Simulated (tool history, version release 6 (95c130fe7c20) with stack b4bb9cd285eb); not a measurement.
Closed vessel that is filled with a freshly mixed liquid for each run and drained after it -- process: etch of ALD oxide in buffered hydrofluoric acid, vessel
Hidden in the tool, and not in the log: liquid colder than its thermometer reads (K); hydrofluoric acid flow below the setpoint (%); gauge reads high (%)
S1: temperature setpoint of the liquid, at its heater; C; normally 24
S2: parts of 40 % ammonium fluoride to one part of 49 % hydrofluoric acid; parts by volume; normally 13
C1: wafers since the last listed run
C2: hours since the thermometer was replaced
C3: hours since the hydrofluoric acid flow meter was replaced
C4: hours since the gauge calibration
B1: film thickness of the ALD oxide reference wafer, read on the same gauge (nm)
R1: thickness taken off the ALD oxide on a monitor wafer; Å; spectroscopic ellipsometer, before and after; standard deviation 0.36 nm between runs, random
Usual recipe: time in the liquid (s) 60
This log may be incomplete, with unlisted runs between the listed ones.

run 1 day=0 | S1=25 S2=13 time_in_the_liquid_(s)=60 | C1=0 C2=586.4 C3=798.5 C4=968.4 | B1=100 | R1=690.9
run 2 day=3.029 | S1=24 S2=13 time_in_the_liquid_(s)=40 | C1=10652 C2=659.1 C3=871.2 C4=1041.1 | B1=100 | R1=438
-- day=5.629 thermometer replaced
run 3 day=5.65 | S1=20 S2=13 time_in_the_liquid_(s)=75 | C1=9070 C2=0.5 C3=934.1 C4=1104 | B1=99.97 | R1=674.3
run 4 day=8.988 | S1=20 S2=13 time_in_the_liquid_(s)=75 | C1=11737 C2=80.6 C3=1014.2 C4=1184.1 | B1=100.02 | R1=667.6
run 5 day=17.4 | S1=20 S2=13 time_in_the_liquid_(s)=75 | C1=29584 C2=282.5 C3=1216.1 C4=1386 | B1=99.96 | R1=653.5
run 6 day=18.958 | S1=27 S2=13 time_in_the_liquid_(s)=60 | C1=5480 C2=319.9 C3=1253.5 C4=1423.4 | B1=100 | R1=765.3
run 7 day=21.279 | S1=27 S2=13 time_in_the_liquid_(s)=60 | C1=8161 C2=375.6 C3=1309.2 C4=1479.1 | B1=99.99 | R1=759.2
-- day=23.229 hydrofluoric acid flow meter replaced
run 8 day=25.696 | S1=27 S2=13 time_in_the_liquid_(s)=60 | C1=15385 C2=481.6 C3=59.2 C4=1585.1 | B1=100.01 | R1=805.9
run 9 day=29.504 | S1=24 S2=13 time_in_the_liquid_(s)=60 | C1=13392 C2=573 C3=150.6 C4=1676.5 | B1=100.01 | R1=672.1
-- day=31.542 thermometer replaced
-- day=34.983 gauge calibrated
run 10 day=41.092 | S1=24 S2=13 time_in_the_liquid_(s)=60 | C1=40603 C2=229.2 C3=428.7 C4=146.6 | B1=99.98 | R1=685.3
run 11 day=49.758 | S1=24 S2=13 time_in_the_liquid_(s)=60 | C1=30478 C2=437.2 C3=636.7 C4=354.6 | B1=100.01 | R1=676.9
run 12 day=52.846 | S1=24 S2=13 time_in_the_liquid_(s)=60 | C1=10857 C2=511.3 C3=710.8 C4=428.7 | B1=100.01 | R1=666.8
run 13 day=54.396 | S1=24 S2=13 time_in_the_liquid_(s)=60 | C1=5450 C2=548.5 C3=748 C4=465.9 | B1=100.02 | R1=661.6
run 14 day=57.646 | S1=24 S2=13 time_in_the_liquid_(s)=60 | C1=11429 C2=626.5 C3=826 C4=543.9 | B1=100.01 | R1=655.2
-- day=60.888 thermometer replaced
run 15 day=67.225 | S1=24 S2=13 time_in_the_liquid_(s)=60 | C1=33540 C2=152.1 C3=1055.9 C4=773.8 | B1=100.03 | R1=669.8
run 16 day=71.717 | S1=20.5 S2=13 time_in_the_liquid_(s)=85 | C1=15795 C2=259.9 C3=1163.7 C4=881.6 | B1=100 | R1=772.4
run 17 day=75.425 | S1=24 S2=13 time_in_the_liquid_(s)=60 | C1=13041 C2=348.9 C3=1252.7 C4=970.6 | B1=99.98 | R1=661.1
run 18 day=77.788 | S1=21.5 S2=15.5 time_in_the_liquid_(s)=50 | C1=8308 C2=405.6 C3=1309.4 C4=1027.3 | B1=99.98 | R1=395.9
-- day=78.058 hydrofluoric acid flow meter replaced
run 19 day=81.938 | S1=24 S2=13 time_in_the_liquid_(s)=60 | C1=14447 C2=505.2 C3=93.1 C4=1126.9 | B1=100 | R1=683.5
-- day=84.671 thermometer replaced
run 20 day=85.696 | S1=20.5 S2=13 time_in_the_liquid_(s)=45 | C1=13070 C2=24.6 C3=183.3 C4=1217.1 | B1=99.98 | R1=434.3
run 21 day=89.092 | S1=21.5 S2=10 time_in_the_liquid_(s)=90 | C1=11942 C2=106.1 C3=264.8 C4=1298.6 | B1=99.99 | R1=1171.1
run 22 day=93.012 | S1=26 S2=13 time_in_the_liquid_(s)=60 | C1=13788 C2=200.2 C3=358.9 C4=1392.7 | B1=99.99 | R1=770.2
run 23 day=97.129 | S1=22 S2=18 time_in_the_liquid_(s)=40 | C1=14477 C2=299 C3=457.7 C4=1491.5 | B1=99.98 | R1=297.3
run 24 day=99.792 | S1=24 S2=16.5 time_in_the_liquid_(s)=60 | C1=9363 C2=362.9 C3=521.6 C4=1555.4 | B1=100 | R1=531.1
run 25 day=102.812 | S1=24 S2=13 time_in_the_liquid_(s)=60 | C1=10623 C2=435.4 C3=594.1 C4=1627.9 | B1=100 | R1=667.5
run 26 day=104.325 | S1=28 S2=18 time_in_the_liquid_(s)=90 | C1=5319 C2=471.7 C3=630.4 C4=1664.2 | B1=100 | R1=896.4
run 27 day=107.912 | S1=20.5 S2=13 time_in_the_liquid_(s)=60 | C1=12616 C2=557.8 C3=716.5 C4=1750.3 | B1=100 | R1=545
-- day=108.504 thermometer replaced
run 28 day=111.133 | S1=28.5 S2=10 time_in_the_liquid_(s)=60 | C1=11180 C2=63.1 C3=793.8 C4=1827.6 | B1=99.99 | R1=1119.6
run 29 day=113.458 | S1=27.5 S2=10.5 time_in_the_liquid_(s)=80 | C1=8176 C2=118.9 C3=849.6 C4=1883.4 | B1=100.02 | R1=1335.1
run 30 day=115.404 | S1=24 S2=15 time_in_the_liquid_(s)=60 | C1=6842 C2=165.6 C3=896.3 C4=1930.1 | B1=99.99 | R1=581
-- day=115.771 gauge calibrated
run 31 day=119.692 | S1=24 S2=11.5 time_in_the_liquid_(s)=85 | C1=15077 C2=268.5 C3=999.2 C4=94.1 | B1=100.02 | R1=1064.5
run 32 day=122.746 | S1=28.5 S2=10 time_in_the_liquid_(s)=60 | C1=10740 C2=341.8 C3=1072.5 C4=167.4 | B1=100.01 | R1=1081
run 33 day=124.912 | S1=24 S2=13 time_in_the_liquid_(s)=60 | C1=7619 C2=393.8 C3=1124.5 C4=219.4 | B1=99.99 | R1=648.6

Below, each run's measurement less what the same run would have read without the hidden state. Both values contain the same run-to-run variation, but the gauge's scatter may not be the same in both:
run=1 R1=-61.8
run=2 R1=-43.6
run=3 R1=-39.8
run=4 R1=-46.2
run=5 R1=-62.6
run=6 R1=-76.1
run=7 R1=-80.6
run=8 R1=-37.6
run=9 R1=-39.5
run=10 R1=-26.5
run=11 R1=-43.8
run=12 R1=-49.5
run=13 R1=-52
run=14 R1=-58.1
run=15 R1=-45.5
run=16 R1=-63.9
run=17 R1=-62
run=18 R1=-40.5
run=19 R1=-31.9
run=20 R1=-9.1
run=21 R1=-35.8
run=22 R1=-32.3
run=23 R1=-16.3
run=24 R1=-33.2
run=25 R1=-47.8
run=26 R1=-67.4
run=27 R1=-48.1
run=28 R1=-65.2
run=29 R1=-87.6
run=30 R1=-42.2
run=31 R1=-91.1
run=32 R1=-101.4
run=33 R1=-66.1
